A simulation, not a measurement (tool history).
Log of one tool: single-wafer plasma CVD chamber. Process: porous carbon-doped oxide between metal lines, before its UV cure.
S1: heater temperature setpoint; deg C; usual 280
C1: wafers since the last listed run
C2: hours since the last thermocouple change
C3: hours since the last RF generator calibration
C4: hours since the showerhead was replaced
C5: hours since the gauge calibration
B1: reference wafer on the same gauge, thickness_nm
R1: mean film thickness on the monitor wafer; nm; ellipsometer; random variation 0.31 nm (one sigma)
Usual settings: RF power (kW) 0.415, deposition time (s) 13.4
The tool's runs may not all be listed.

Run 1, hour 0.0: usual settings; C1 0; C2 362.0; C3 423.5; C4 1284.8; C5 1344.1; B1 92.277. Result: R1 79.921 nm.
Run 2, hour 52.2: usual settings; C1 1821; C2 414.2; C3 475.7; C4 1337.0; C5 1396.3; B1 92.195. Result: R1 80.588 nm.
Run 3, hour 121.0: usual settings; C1 2400; C2 483.0; C3 544.5; C4 1405.8; C5 1465.1; B1 92.365. Result: R1 80.455 nm.
Run 4, hour 206.9: usual settings; C1 2997; C2 568.9; C3 630.4; C4 1491.7; C5 1551.0; B1 92.130. Result: R1 79.984 nm.
Run 5, hour 296.4: usual settings; C1 3122; C2 658.4; C3 719.9; C4 1581.2; C5 1640.5; B1 92.100. Result: R1 79.729 nm.
Run 6, hour 367.5: usual settings but S1 285 deg C; C1 2480; C2 729.5; C3 791.0; C4 1652.3; C5 1711.6; B1 92.317. Result: R1 77.399 nm.
Run 7, hour 449.8: usual settings but S1 285 deg C; C1 2871; C2 811.8; C3 873.3; C4 1734.6; C5 1793.9; B1 92.211. Result: R1 77.157 nm.
Run 8, hour 529.8: usual settings but S1 285 deg C; C1 2791; C2 891.8; C3 953.3; C4 1814.6; C5 1873.9; B1 92.208. Result: R1 77.718 nm.
Run 9, hour 615.4: usual settings; C1 2986; C2 977.4; C3 1038.9; C4 1900.2; C5 1959.5; B1 92.287. Result: R1 78.955 nm.
Run 10, hour 698.4: usual settings; C1 2896; C2 1060.4; C3 1121.9; C4 1983.2; C5 2042.5; B1 92.313. Result: R1 79.361 nm.
At hour 711.6: gauge calibrated.
At hour 755.7: RF generator calibrated.
Run 11, hour 760.8: usual settings; C1 1898; C2 1122.8; C3 5.1; C4 2045.6; C5 49.2; B1 92.126. Result: R1 80.327 nm.
Run 12, hour 825.6: usual settings; C1 2261; C2 1187.6; C3 69.9; C4 2110.4; C5 114.0; B1 92.085. Result: R1 80.730 nm.
At hour 880.2: thermocouple changed; heater temperature recalibrated.
Run 13, hour 901.7: usual settings; C1 2376; C2 21.5; C3 146.0; C4 2186.5; C5 190.1; B1 92.410. Result: R1 80.262 nm.
Run 14, hour 971.7: usual settings; C1 2442; C2 91.5; C3 216.0; C4 2256.5; C5 260.1; B1 92.161. Result: R1 80.543 nm.
Run 15, hour 1016.0: usual settings; C1 1545; C2 135.8; C3 260.3; C4 2300.8; C5 304.4; B1 92.271. Result: R1 80.441 nm.
Run 16, hour 1052.6: usual settings but S1 272 deg C, RF power (kW) 0.445, deposition time (s) 14.6; C1 1277; C2 172.4; C3 296.9; C4 2337.4; C5 341.0; B1 92.184. Result: R1 94.831 nm.
Run 17, hour 1100.6: usual settings but S1 289 deg C, RF power (kW) 0.360, deposition time (s) 11.7; C1 1674; C2 220.4; C3 344.9; C4 2385.4; C5 389.0; B1 92.222. Result: R1 61.899 nm.
Run 18, hour 1175.1: usual settings but S1 267 deg C, RF power (kW) 0.475, deposition time (s) 15.6; C1 2599; C2 294.9; C3 419.4; C4 2459.9; C5 463.5; B1 92.140. Result: R1 107.573 nm.
Run 19, hour 1225.6: usual settings; C1 1762; C2 345.4; C3 469.9; C4 2510.4; C5 514.0; B1 92.137. Result: R1 80.159 nm.
Run 20, hour 1298.5: usual settings but S1 293 deg C, RF power (kW) 0.470, deposition time (s) 12.2; C1 2543; C2 418.3; C3 542.8; C4 2583.3; C5 586.9; B1 92.320. Result: R1 73.219 nm.
At hour 1339.7: showerhead replaced.
Run 21, hour 1340.2: usual settings but RF power (kW) 0.340, deposition time (s) 15.4; C1 1175; C2 460.0; C3 584.5; C4 0.5; C5 628.6; B1 92.033. Result: R1 82.772 nm.
Run 22, hour 1432.0: usual settings but RF power (kW) 0.440; C1 3203; C2 551.8; C3 676.3; C4 92.3; C5 720.4; B1 92.240. Result: R1 82.727 nm.
Run 23, hour 1535.9: usual settings but S1 287 deg C, deposition time (s) 15.6; C1 3625; C2 655.7; C3 780.2; C4 196.2; C5 824.3; B1 92.109. Result: R1 88.713 nm.
Run 24, hour 1634.6: usual settings but S1 268 deg C, RF power (kW) 0.390; C1 3443; C2 754.4; C3 878.9; C4 294.9; C5 923.0; B1 92.270. Result: R1 82.613 nm.
Run 25, hour 1718.9: usual settings; C1 2941; C2 838.7; C3 963.2; C4 379.2; C5 1007.3; B1 92.269. Result: R1 79.248 nm.
At hour 1753.9: RF generator calibrated.
Run 26, hour 1757.7: usual settings but deposition time (s) 12.7; C1 1074; C2 877.5; C3 3.8; C4 418.0; C5 1046.1; B1 92.068. Result: R1 76.473 nm.
Run 27, hour 1933.4: usual settings but RF power (kW) 0.470, deposition time (s) 14.8; C1 6130; C2 1053.2; C3 179.5; C4 593.7; C5 1221.8; B1 92.238. Result: R1 95.267 nm.
Run 28, hour 1975.0: usual settings; C1 1451; C2 1094.8; C3 221.1; C4 635.3; C5 1263.4; B1 92.215. Result: R1 80.477 nm.
Run 29, hour 2034.2: usual settings but RF power (kW) 0.445; C1 2065; C2 1154.0; C3 280.3; C4 694.5; C5 1322.6; B1 92.013. Result: R1 83.575 nm.
At hour 2109.4: thermocouple changed; heater temperature recalibrated.
Run 30, hour 2118.9: usual settings but RF power (kW) 0.365; C1 2676; C2 9.5; C3 365.0; C4 779.2; C5 1407.3; B1 92.293. Result: R1 74.814 nm.
Run 31, hour 2169.6: usual settings but RF power (kW) 0.490, deposition time (s) 15.7; C1 1769; C2 60.2; C3 415.7; C4 829.9; C5 1458.0; B1 92.142. Result: R1 101.435 nm.

How the hidden state differs across the entries between the runs, from the last listed run before each to the first after it:
Between runs 10 and 11: gauge calibrated (hour 711.6); RF generator calibrated (hour 755.7)
  delivered RF power above the setpoint (%): -3.69 -> -0.208
  measured less the result without the state, R1: -1.603 -> -0.090 nm
Between runs 12 and 13: thermocouple changed; heater temperature recalibrated (hour 880.2)
  delivered RF power above the setpoint (%): -0.222 -> -0.268
  measured less the result without the state, R1: -0.096 -> -0.115 nm
Between runs 20 and 21: showerhead replaced (hour 1339.7)
  delivered RF power above the setpoint (%): -1.03 -> -1.16
  measured less the result without the state, R1: -0.406 -> -0.535 nm
Between runs 25 and 26: RF generator calibrated (hour 1753.9)
  delivered RF power above the setpoint (%): -2.79 -> -0.0576
  measured less the result without the state, R1: -1.205 -> -0.023 nm
Between runs 29 and 30: thermocouple changed; heater temperature recalibrated (hour 2109.4)
  delivered RF power above the setpoint (%): -0.276 -> -0.429
  measured less the result without the state, R1: -0.124 -> -0.178 nm
